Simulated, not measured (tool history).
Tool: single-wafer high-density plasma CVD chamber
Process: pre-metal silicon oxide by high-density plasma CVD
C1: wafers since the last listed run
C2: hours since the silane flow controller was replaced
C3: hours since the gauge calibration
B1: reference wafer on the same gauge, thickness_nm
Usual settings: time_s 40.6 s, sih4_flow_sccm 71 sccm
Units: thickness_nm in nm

Run 1, hour 0.0: usual settings but time_s 38.3 s; C1 0; C2 2460.4; C3 390.0; B1 257.042. Result: thickness_nm 249.957 nm.
Run 2, hour 101.9: usual settings but time_s 38.3 s; C1 1152; C2 2562.3; C3 491.9; B1 257.114. Result: thickness_nm 251.216 nm.
Run 3, hour 157.9: usual settings but time_s 38.3 s; C1 633; C2 2618.3; C3 547.9; B1 257.130. Result: thickness_nm 250.040 nm.
Run 4, hour 265.5: usual settings but time_s 44.3 s, sih4_flow_sccm 77 sccm; C1 1216; C2 2725.9; C3 655.5; B1 256.811. Result: thickness_nm 313.685 nm.
Run 5, hour 309.6: usual settings but time_s 44.3 s, sih4_flow_sccm 77 sccm; C1 498; C2 2770.0; C3 699.6; B1 256.974. Result: thickness_nm 311.894 nm.
Run 6, hour 352.1: usual settings but time_s 44.3 s, sih4_flow_sccm 77 sccm; C1 480; C2 2812.5; C3 742.1; B1 256.935. Result: thickness_nm 313.007 nm.
Run 7, hour 409.2: usual settings; C1 645; C2 2869.6; C3 799.2; B1 257.059. Result: thickness_nm 264.609 nm.
Run 8, hour 455.6: usual settings; C1 524; C2 2916.0; C3 845.6; B1 257.114. Result: thickness_nm 264.340 nm.
Run 9, hour 498.0: usual settings but time_s 45.1 s, sih4_flow_sccm 75 sccm; C1 479; C2 2958.4; C3 888.0; B1 257.044. Result: thickness_nm 309.764 nm.
Run 10, hour 556.8: usual settings but time_s 37.8 s, sih4_flow_sccm 77 sccm; C1 664; C2 3017.2; C3 946.8; B1 257.066. Result: thickness_nm 267.707 nm.
Run 11, hour 629.4: usual settings but time_s 48.5 s, sih4_flow_sccm 60 sccm; C1 821; C2 3089.8; C3 1019.4; B1 256.883. Result: thickness_nm 267.135 nm.
Run 12, hour 670.7: usual settings but sih4_flow_sccm 60 sccm; C1 467; C2 3131.1; C3 1060.7; B1 257.088. Result: thickness_nm 223.627 nm.
At hour 687.4: gauge calibrated.
At hour 707.2: silane flow controller replaced.
Run 13, hour 765.6: usual settings but time_s 47.8 s; C1 982; C2 58.4; C3 78.2; B1 257.030. Result: thickness_nm 334.670 nm.
Run 14, hour 862.7: usual settings; C1 1098; C2 155.5; C3 175.3; B1 257.093. Result: thickness_nm 284.347 nm.
Run 15, hour 923.7: usual settings but time_s 32.8 s, sih4_flow_sccm 61 sccm; C1 689; C2 216.5; C3 236.3; B1 256.989. Result: thickness_nm 196.410 nm.
Run 16, hour 1017.9: usual settings; C1 1065; C2 310.7; C3 330.5; B1 257.090. Result: thickness_nm 280.001 nm.

4 ways to go on from here, each from the tool as it stands after run 16. What would each give?
Run A, hour 1018.3: usual settings but sih4_flow_sccm 78 sccm; C1 4; C2 311.1; C3 330.9; B1 ?. Result: thickness_nm ?.
Run B, hour 1018.3: usual settings but time_s 35.3 s, sih4_flow_sccm 82 sccm; C1 4; C2 311.1; C3 330.9; B1 ?. Result: thickness_nm ?.
Run C, hour 1018.3: usual settings but time_s 44.7 s, sih4_flow_sccm 76 sccm; C1 4; C2 311.1; C3 330.9; B1 ?. Result: thickness_nm ?.
Run D, hour 1018.3: usual settings but time_s 46.6 s, sih4_flow_sccm 65 sccm; C1 4; C2 311.1; C3 330.9; B1 ?. Result: thickness_nm ?.

run       B1  thickness_nm
  A  256.995       308.045
  B  256.995       281.567
  C  256.995       330.456
  D  256.995       294.640
Without the tool's hidden state the same runs would have given:
run  thickness_nm
  A       310.370
  B       283.692
  C       332.951
  D       296.864

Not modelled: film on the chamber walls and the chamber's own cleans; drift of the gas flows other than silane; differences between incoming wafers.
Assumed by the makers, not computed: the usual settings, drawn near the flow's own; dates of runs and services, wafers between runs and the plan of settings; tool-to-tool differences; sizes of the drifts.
